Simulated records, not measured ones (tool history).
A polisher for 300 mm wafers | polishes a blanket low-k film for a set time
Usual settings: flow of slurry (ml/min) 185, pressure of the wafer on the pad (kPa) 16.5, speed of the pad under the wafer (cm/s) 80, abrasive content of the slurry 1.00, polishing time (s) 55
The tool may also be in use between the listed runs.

run	hour	flow of slurry (ml/min)	pressure of the wafer on the pad (kPa)	speed of the pad under the wafer (cm/s)	abrasive content of the slurry	polishing time (s)	wafers since the last listed run	wafers polished on this pad	hours since the slurry nozzle was cleaned	hours since the head pressure was calibrated	hours since the slurry blender was calibrated	hours since the conditioning disc was replaced	incoming thickness of the incoming film, nm	film removed (Å)
1	0.0	185	16.5	80	1.00	55	0	108	800.0	1509.3	203.9	27.5	760.6	265
2	7.3	185	16.5	80	1.00	55	92	201	807.3	1516.6	211.2	34.8	767.2	265
3	24.5	185	16.5	80	1.00	55	217	419	824.5	1533.8	228.4	52.0	746.8	270
4	34.4	185	16.5	80	1.00	55	125	544	834.4	1543.7	238.3	61.9	767.0	267
5	44.5	185	16.5	80	1.00	55	127	672	844.5	1553.8	248.4	72.0	752.6	270
6	54.4	185	16.5	80	1.00	55	125	797	854.4	1563.7	258.3	81.9	749.7	261
# hour 61.1: worn pad replaced by a new one
7	66.7	185	16.5	74	1.00	55	105	71	866.7	1576.0	270.6	94.2	761.4	245
8	78.7	185	16.5	74	1.00	55	151	223	878.7	1588.0	282.6	106.2	752.9	252
# hour 81.2: conditioning disc replaced and pad reconditioned
9	88.3	185	16.5	74	1.00	55	96	319	888.3	1597.6	292.2	7.1	749.4	247
# hour 91.8: head pressure recalibrated
10	94.4	185	16.5	80	1.00	55	51	371	894.4	2.6	298.3	13.2	761.7	268
11	102.0	185	16.5	80	1.00	55	96	467	902.0	10.2	305.9	20.8	756.0	267
# hour 117.4: slurry nozzle cleaned
12	118.6	185	16.5	80	1.00	55	197	665	1.2	26.8	322.5	37.4	768.1	266
# hour 134.8: worn pad replaced by a new one
13	135.3	185	16.5	52	0.85	46	160	6	17.9	43.5	339.2	54.1	763.0	147
14	140.6	185	13.8	80	0.75	66	67	73	23.2	48.8	344.5	59.4	765.0	237
15	155.2	185	16.5	100	1.00	41	184	258	37.8	63.4	359.1	74.0	763.6	230
16	161.2	185	15.2	72	0.85	62	75	334	43.8	69.4	365.1	80.0	762.4	238
17	174.4	225	12.4	80	0.90	55	167	501	57.0	82.6	378.3	93.2	744.5	194
# hour 184.9: slurry blender recalibrated
# hour 189.7: conditioning disc replaced and pad reconditioned
18	190.2	185	16.5	80	1.00	55	149	650	72.8	98.4	5.3	0.5	755.5	284
19	201.0	185	16.5	80	1.00	64	136	787	83.6	109.2	16.1	11.3	751.9	324
# hour 214.2: worn pad replaced by a new one
20	214.7	185	14.5	56	1.15	37	122	6	97.3	122.9	29.8	25.0	755.0	129
21	222.9	185	16.5	80	1.00	55	103	110	105.5	131.1	38.0	33.2	755.8	282
22	231.6	185	16.5	80	1.00	42	110	220	114.2	139.8	46.7	41.9	748.0	215
23	241.9	185	18.6	80	1.20	39	130	351	124.5	150.1	57.0	52.2	762.8	238

What if the next run were any one of these 5? Each begins from the tool's condition after run 23:
A	242.3	185	16.5	80	1.00	55	5	356	124.9	150.5	57.4	52.6	763.6	?
B	242.3	185	16.5	106	0.85	37	5	356	124.9	150.5	57.4	52.6	763.6	?
C	242.3	165	16.5	80	1.20	55	5	356	124.9	150.5	57.4	52.6	763.6	?
D	242.3	130	18.6	70	0.70	55	5	356	124.9	150.5	57.4	52.6	763.6	?
E	242.3	185	16.5	80	1.00	73	5	356	124.9	150.5	57.4	52.6	763.6	?

run	film removed (Å)
A	275
B	219
C	287
D	231
E	364
The same runs, with their run-to-run variation unchanged, on a tool lacking any hidden condition would have given:
run	film removed (Å)
A	283
B	226
C	295
D	239
E	376

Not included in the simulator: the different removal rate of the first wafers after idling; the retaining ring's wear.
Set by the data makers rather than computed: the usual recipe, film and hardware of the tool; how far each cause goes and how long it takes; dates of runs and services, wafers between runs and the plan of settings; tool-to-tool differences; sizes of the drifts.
